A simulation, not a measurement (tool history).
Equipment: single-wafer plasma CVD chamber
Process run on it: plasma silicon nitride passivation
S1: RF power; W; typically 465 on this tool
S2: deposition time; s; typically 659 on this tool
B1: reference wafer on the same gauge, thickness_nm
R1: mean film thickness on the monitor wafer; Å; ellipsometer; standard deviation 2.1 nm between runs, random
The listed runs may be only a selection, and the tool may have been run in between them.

Run 1, day 0.000: usual settings; B1 1111.304. Result: R1 9549.46 Å.
Run 2, day 1.208: usual settings; B1 1110.905. Result: R1 9553.08 Å.
Run 3, day 3.075: usual settings; B1 1110.924. Result: R1 9578.25 Å.
Run 4, day 5.638: usual settings; B1 1110.523. Result: R1 9546.98 Å.
Run 5, day 6.967: usual settings; B1 1111.152. Result: R1 9571.49 Å.
Run 6, day 8.467: usual settings but S2 621 s; B1 1111.326. Result: R1 9039.11 Å.
Run 7, day 9.696: usual settings but S2 621 s; B1 1111.154. Result: R1 9011.01 Å.
Run 8, day 10.850: usual settings but S1 430 W, S2 711 s; B1 1110.916. Result: R1 10141.53 Å.
Run 9, day 12.254: usual settings but S1 430 W, S2 711 s; B1 1111.016. Result: R1 10142.40 Å.
Run 10, day 13.450: usual settings but S1 520 W; B1 1110.940. Result: R1 9790.28 Å.
Run 11, day 16.425: usual settings but S1 520 W; B1 1111.432. Result: R1 9760.93 Å.
Run 12, day 17.700: usual settings but S1 520 W; B1 1110.755. Result: R1 9782.06 Å.
Run 13, day 19.392: usual settings; B1 1111.188. Result: R1 9543.90 Å.
Run 14, day 21.904: usual settings; B1 1111.045. Result: R1 9540.09 Å.
Run 15, day 23.438: usual settings; B1 1110.670. Result: R1 9508.33 Å.
Run 16, day 25.371: usual settings; B1 1110.405. Result: R1 9521.01 Å.
Run 17, day 27.817: usual settings but S1 525 W, S2 579 s; B1 1110.623. Result: R1 8618.89 Å.
Run 18, day 29.829: usual settings but S2 531 s; B1 1110.253. Result: R1 7706.07 Å.
Run 19, day 31.496: usual settings but S1 510 W, S2 564 s; B1 1111.650. Result: R1 8355.11 Å.
Run 20, day 34.421: usual settings; B1 1110.472. Result: R1 9522.00 Å.
At day 34.892: showerhead replaced.
Run 21, day 36.667: usual settings but S1 420 W, S2 539 s; B1 1111.121. Result: R1 7627.38 Å.
Run 22, day 39.367: usual settings but S1 395 W, S2 542 s; B1 1111.116. Result: R1 7547.53 Å.
At day 39.467: gauge calibrated.
Run 23, day 41.154: usual settings; B1 1111.329. Result: R1 9512.87 Å.
At day 43.350: RF generator calibrated.
Run 24, day 43.621: usual settings but S1 555 W, S2 702 s; B1 1111.070. Result: R1 10712.98 Å.

Estimate the outcome of run 25 from the log above:
Run 25, day 44.996: usual settings; B1 ?. Result: R1 ?.

{"run 25": {"B1": 1111.187, "R1": 9646.85}}
Minus the tool's unlogged condition, the same run would have read R1 9659.48 Å.
